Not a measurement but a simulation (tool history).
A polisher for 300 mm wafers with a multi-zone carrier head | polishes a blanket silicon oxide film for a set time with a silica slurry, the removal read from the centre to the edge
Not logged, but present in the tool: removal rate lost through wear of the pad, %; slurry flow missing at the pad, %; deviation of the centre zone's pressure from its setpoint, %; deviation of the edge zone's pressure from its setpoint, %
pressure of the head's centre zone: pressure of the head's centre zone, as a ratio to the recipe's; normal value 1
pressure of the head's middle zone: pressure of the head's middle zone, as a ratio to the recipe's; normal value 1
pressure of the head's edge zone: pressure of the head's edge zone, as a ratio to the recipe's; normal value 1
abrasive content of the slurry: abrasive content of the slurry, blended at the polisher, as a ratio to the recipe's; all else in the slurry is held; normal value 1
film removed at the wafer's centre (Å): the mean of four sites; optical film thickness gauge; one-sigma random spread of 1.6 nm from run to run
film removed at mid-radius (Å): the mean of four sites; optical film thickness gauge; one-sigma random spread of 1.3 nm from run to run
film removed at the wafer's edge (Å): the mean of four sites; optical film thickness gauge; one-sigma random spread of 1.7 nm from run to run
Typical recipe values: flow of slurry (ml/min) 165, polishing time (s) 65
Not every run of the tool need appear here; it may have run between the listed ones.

run     day  flow of slurry (ml/min)  pressure of the head's centre zone  pressure of the head's middle zone  pressure of the head's edge zone  abrasive content of the slurry  polishing time (s)  wafers since the last listed run  wafers polished on this pad  hours since the slurry nozzle was cleaned  hours since the centre zone pressure was calibrated  hours since the edge zone pressure was calibrated  hours since the carrier head's membrane was replaced  incoming thickness of the incoming film, nm  film removed at the wafer's centre (Å)  film removed at mid-radius (Å)  film removed at the wafer's edge (Å)
  1       0                      165                                   1                                   1                                 1                             1.1                  65                                 0                          297                                      509.6                                                993.4                                              581.4                                                 881.7                                        966.8                                    1234                            1254                                  1343
  2   0.467                      165                                   1                                   1                                 1                               1                  65                                85                          382                                      520.8                                               1004.6                                              592.6                                                 892.9                                        961.2                                    1185                            1215                                  1295
  3   0.771                      165                                   1                                   1                                 1                               1                  65                                55                          437                                      528.1                                               1011.9                                              599.9                                                 900.2                                          957                                    1169                            1243                                  1283
  4   1.258                      150                                   1                                   1                                 1                               1                  65                                88                          526                                      539.8                                               1023.6                                              611.6                                                 911.9                                          958                                    1154                            1220                                  1254
  5   1.754                      150                                   1                                   1                                 1                               1                  65                                90                          617                                      551.7                                               1035.5                                              623.5                                                 923.8                                        974.3                                    1156                            1187                                  1281
  6   2.117                      150                                   1                                   1                                 1                               1                  65                                66                          683                                      560.4                                               1044.2                                              632.2                                                 932.5                                        980.7                                    1134                            1172                                  1275
  7   2.758                      165                                   1                                   1                                 1                               1                  65                               116                          800                                      575.8                                               1059.6                                              647.6                                                 947.9                                        962.6                                    1159                            1226                                  1262
  8   3.467                      165                                   1                                   1                                 1                               1                  65                               129                          929                                      592.8                                               1076.6                                              664.6                                                 964.9                                        969.6                                    1171                            1230                                  1305
      3.838  -- carrier head's membrane replaced by a new one
      4.579  -- slurry nozzle cleaned
  9   4.733                      165                                1.06                                   1                               0.9                               1                  65                               185                         1114                                        3.7                                                 1107                                                695                                                  21.5                                          958                                    1369                            1347                                  1310
      4.833  -- centre zone pressure recalibrated
      4.942  -- edge zone pressure recalibrated
 10   5.292                      115                                   1                                   1                              1.07                               1                  65                                71                         1185                                       17.1                                                   11                                                8.4                                                  34.9                                        958.7                                    1189                            1281                                  1331
 11     5.9                      195                                   1                                0.93                                 1                               1                  65                               110                         1296                                       31.7                                                 25.6                                                 23                                                  49.5                                        949.2                                    1354                            1273                                  1395
 12   6.467                      165                                   1                                   1                                 1                               1                  65                               103                         1400                                       45.3                                                 39.2                                               36.6                                                  63.1                                          972                                    1291                            1340                                  1404
      6.833  -- worn pad replaced by a new one
 13   6.971                      115                                   1                                   1                              0.88                            0.75                  65                                61                           24                                       57.4                                                 51.3                                               48.7                                                  75.2                                        963.7                                    1080                            1122                                  1084
 14   7.638                      165                                   1                                   1                                 1                               1                  65                               121                          146                                       73.4                                                 67.3                                               64.7                                                  91.2                                        955.7                                    1277                            1314                                  1329
 15   8.242                      125                                   1                                   1                                 1                             0.8                  65                               110                          256                                       87.9                                                 81.8                                               79.2                                                 105.7                                        967.8                                    1113                            1161                                  1189
 16   8.912                      165                                   1                                   1                                 1                               1                  65                               122                          378                                        104                                                 97.9                                               95.3                                                 121.8                                          958                                    1271                            1326                                  1353
 17   9.579                      140                                   1                                1.11                                 1                               1                  65                               121                          500                                        120                                                113.9                                              111.3                                                 137.8                                        960.6                                    1193                            1398                                  1302
 18   9.867                      165                                   1                                1.05                                 1                               1                  65                                52                          552                                      126.9                                                120.8                                              118.2                                                 144.7                                        957.4                                    1251                            1352                                  1349
 19  10.254                      125                                   1                                0.88                                 1                               1                  65                                70                          623                                      136.2                                                130.1                                              127.5                                                   154                                        956.1                                    1173                            1103                                  1277
 20  10.854                      165                                0.96                                   1                               0.9                               1                  65                               109                          732                                      150.6                                                144.5                                              141.9                                                 168.4                                          991                                    1193                            1314                                  1244
 21  11.471                      165                                   1                                   1                                 1                               1                  65                               112                          845                                      165.4                                                159.3                                              156.7                                                 183.2                                        985.2                                    1231                            1285                                  1352
 22  12.183                      115                                   1                                   1                              1.08                               1                  65                               129                          974                                      182.5                                                176.4                                              173.8                                                 200.3                                        980.4                                    1096                            1197                                  1294

What if the next run were any one of these 4? Each begins from the tool's condition after run 22:
  A  12.2                      165                                   1                                   1                                 1                               1                  77                                 3                          977                                      182.9                                                176.8                                              174.2                                                 200.7                                        968.3                                       ?                               ?                                     ?
  B  12.2                      165                                0.94                                   1                              1.05                               1                  65                                 3                          977                                      182.9                                                176.8                                              174.2                                                 200.7                                        968.3                                       ?                               ?                                     ?
  C  12.2                      165                                1.07                                   1                              1.03                               1                  65                                 3                          977                                      182.9                                                176.8                                              174.2                                                 200.7                                        968.3                                       ?                               ?                                     ?
  D  12.2                      165                                1.11                                   1                                 1                               1                  65                                 3                          977                                      182.9                                                176.8                                              174.2                                                 200.7                                        968.3                                       ?                               ?                                     ?

run  film removed at the wafer's centre (Å)  film removed at mid-radius (Å)  film removed at the wafer's edge (Å)
  A                                    1477                            1528                                  1571
  B                                    1187                            1290                                  1358
  C                                    1316                            1289                                  1345
  D                                    1356                            1289                                  1326
What these runs would have given with no unlogged condition in the tool:
run  film removed at the wafer's centre (Å)  film removed at mid-radius (Å)  film removed at the wafer's edge (Å)
  A                                    1561                            1604                                  1627
  B                                    1255                            1355                                  1407
  C                                    1392                            1354                                  1393
  D                                    1433                            1354                                  1374
